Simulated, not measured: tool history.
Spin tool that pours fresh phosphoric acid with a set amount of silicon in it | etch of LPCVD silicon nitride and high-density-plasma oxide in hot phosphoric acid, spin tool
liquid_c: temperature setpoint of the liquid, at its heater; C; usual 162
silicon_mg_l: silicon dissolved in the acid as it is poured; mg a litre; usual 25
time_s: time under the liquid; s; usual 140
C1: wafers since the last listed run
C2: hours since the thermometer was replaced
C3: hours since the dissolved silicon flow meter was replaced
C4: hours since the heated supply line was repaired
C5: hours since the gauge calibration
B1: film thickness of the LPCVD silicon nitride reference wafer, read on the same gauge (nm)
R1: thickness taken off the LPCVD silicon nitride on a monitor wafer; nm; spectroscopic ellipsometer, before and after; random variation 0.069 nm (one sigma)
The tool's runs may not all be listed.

{"run": 1, "day": 0.0, "liquid_c": 162, "silicon_mg_l": 25, "time_s": 140, "C1": 0, "C2": 434.9, "C3": 1502.8, "C4": 2162, "C5": 841.6, "B1": 110.03, "R1": 13.55}
{"run": 2, "day": 4.312, "liquid_c": 162, "silicon_mg_l": 25, "time_s": 140, "C1": 737, "C2": 538.4, "C3": 1606.3, "C4": 2265.5, "C5": 945.1, "B1": 110.01, "R1": 13.61}
{"run": 3, "day": 5.842, "liquid_c": 164, "silicon_mg_l": 42, "time_s": 190, "C1": 261, "C2": 575.1, "C3": 1643, "C4": 2302.2, "C5": 981.8, "B1": 110.01, "R1": 19.73}
{"run": 4, "day": 9.879, "liquid_c": 164, "silicon_mg_l": 37.5, "time_s": 165, "C1": 690, "C2": 672, "C3": 1739.9, "C4": 2399.1, "C5": 1078.7, "B1": 110.01, "R1": 17.15}
{"day": 11.479, "done": "heated supply line repaired"}
{"run": 5, "day": 13.592, "liquid_c": 162, "silicon_mg_l": 31.5, "time_s": 70, "C1": 628, "C2": 761.1, "C3": 1829, "C4": 50.7, "C5": 1167.8, "B1": 110.02, "R1": 6.74}
{"day": 14.212, "done": "dissolved silicon flow meter replaced"}
{"day": 14.638, "done": "thermometer replaced"}
{"run": 6, "day": 17.954, "liquid_c": 160, "silicon_mg_l": 40, "time_s": 110, "C1": 732, "C2": 79.6, "C3": 89.8, "C4": 155.4, "C5": 1272.5, "B1": 109.99, "R1": 9.93}
{"run": 7, "day": 21.904, "liquid_c": 162, "silicon_mg_l": 25, "time_s": 70, "C1": 675, "C2": 174.4, "C3": 184.6, "C4": 250.2, "C5": 1367.3, "B1": 110.02, "R1": 6.78}
{"run": 8, "day": 24.188, "liquid_c": 162, "silicon_mg_l": 25, "time_s": 140, "C1": 390, "C2": 229.2, "C3": 239.4, "C4": 305, "C5": 1422.1, "B1": 110, "R1": 13.63}
{"run": 9, "day": 26.217, "liquid_c": 163.5, "silicon_mg_l": 25, "time_s": 140, "C1": 347, "C2": 277.9, "C3": 288.1, "C4": 353.7, "C5": 1470.8, "B1": 110, "R1": 14.28}
{"run": 10, "day": 33.054, "liquid_c": 162, "silicon_mg_l": 25, "time_s": 95, "C1": 1169, "C2": 442, "C3": 452.2, "C4": 517.8, "C5": 1634.9, "B1": 110, "R1": 9.23}
{"run": 11, "day": 35.021, "liquid_c": 159.5, "silicon_mg_l": 43, "time_s": 140, "C1": 336, "C2": 489.2, "C3": 499.4, "C4": 565, "C5": 1682.1, "B1": 110.03, "R1": 12.53}
{"day": 36.167, "done": "gauge calibrated"}
{"run": 12, "day": 38.792, "liquid_c": 162, "silicon_mg_l": 25, "time_s": 140, "C1": 645, "C2": 579.7, "C3": 589.9, "C4": 655.5, "C5": 63, "B1": 110.01, "R1": 13.52}
{"run": 13, "day": 42.146, "liquid_c": 162, "silicon_mg_l": 25, "time_s": 140, "C1": 573, "C2": 660.2, "C3": 670.4, "C4": 736, "C5": 143.5, "B1": 110.01, "R1": 13.58}
{"run": 14, "day": 46.317, "liquid_c": 162, "silicon_mg_l": 8.5, "time_s": 60, "C1": 713, "C2": 760.3, "C3": 770.5, "C4": 836.1, "C5": 243.6, "B1": 110.02, "R1": 5.77}
{"run": 15, "day": 49.179, "liquid_c": 162, "silicon_mg_l": 25, "time_s": 140, "C1": 489, "C2": 829, "C3": 839.2, "C4": 904.8, "C5": 312.3, "B1": 110.02, "R1": 13.68}
{"run": 16, "day": 51.292, "liquid_c": 160, "silicon_mg_l": 11.5, "time_s": 140, "C1": 361, "C2": 879.7, "C3": 889.9, "C4": 955.5, "C5": 363, "B1": 110, "R1": 12.68}
{"day": 55.142, "done": "thermometer replaced"}
{"run": 17, "day": 63.088, "liquid_c": 162, "silicon_mg_l": 19.5, "time_s": 140, "C1": 2011, "C2": 190.7, "C3": 1173, "C4": 1238.6, "C5": 646.1, "B1": 109.96, "R1": 13.53}
{"run": 18, "day": 65.029, "liquid_c": 162, "silicon_mg_l": 32.5, "time_s": 140, "C1": 332, "C2": 237.3, "C3": 1219.6, "C4": 1285.2, "C5": 692.7, "B1": 110.01, "R1": 13.55}
{"run": 19, "day": 67.121, "liquid_c": 162, "silicon_mg_l": 25, "time_s": 140, "C1": 357, "C2": 287.5, "C3": 1269.8, "C4": 1335.4, "C5": 742.9, "B1": 109.95, "R1": 13.55}
{"run": 20, "day": 68.7, "liquid_c": 160, "silicon_mg_l": 41, "time_s": 140, "C1": 270, "C2": 325.4, "C3": 1307.7, "C4": 1373.3, "C5": 780.8, "B1": 110, "R1": 12.71}
{"run": 21, "day": 71.612, "liquid_c": 162, "silicon_mg_l": 25, "time_s": 140, "C1": 498, "C2": 395.3, "C3": 1377.6, "C4": 1443.2, "C5": 850.7, "B1": 110.01, "R1": 13.51}

Forecast each of these 4 alternatives for the next run:
{"run": "A", "day": 71.633, "liquid_c": 162, "silicon_mg_l": 25, "time_s": 140, "C1": 3, "C2": 395.8, "C3": 1378.1, "C4": 1443.7, "C5": 851.2, "B1": "?", "R1": "?"}
{"run": "B", "day": 71.633, "liquid_c": 160, "silicon_mg_l": 32, "time_s": 185, "C1": 3, "C2": 395.8, "C3": 1378.1, "C4": 1443.7, "C5": 851.2, "B1": "?", "R1": "?"}
{"run": "C", "day": 71.633, "liquid_c": 162, "silicon_mg_l": 37, "time_s": 140, "C1": 3, "C2": 395.8, "C3": 1378.1, "C4": 1443.7, "C5": 851.2, "B1": "?", "R1": "?"}
{"run": "D", "day": 71.633, "liquid_c": 159.5, "silicon_mg_l": 11, "time_s": 65, "C1": 3, "C2": 395.8, "C3": 1378.1, "C4": 1443.7, "C5": 851.2, "B1": "?", "R1": "?"}

run=A B1=109.98 R1=13.56
run=B B1=109.98 R1=16.76
run=C B1=109.98 R1=13.56
run=D B1=109.98 R1=5.79
Without the tool's hidden state the same runs would have given:
run=A R1=13.56
run=B R1=16.76
run=C R1=13.56
run=D R1=5.79
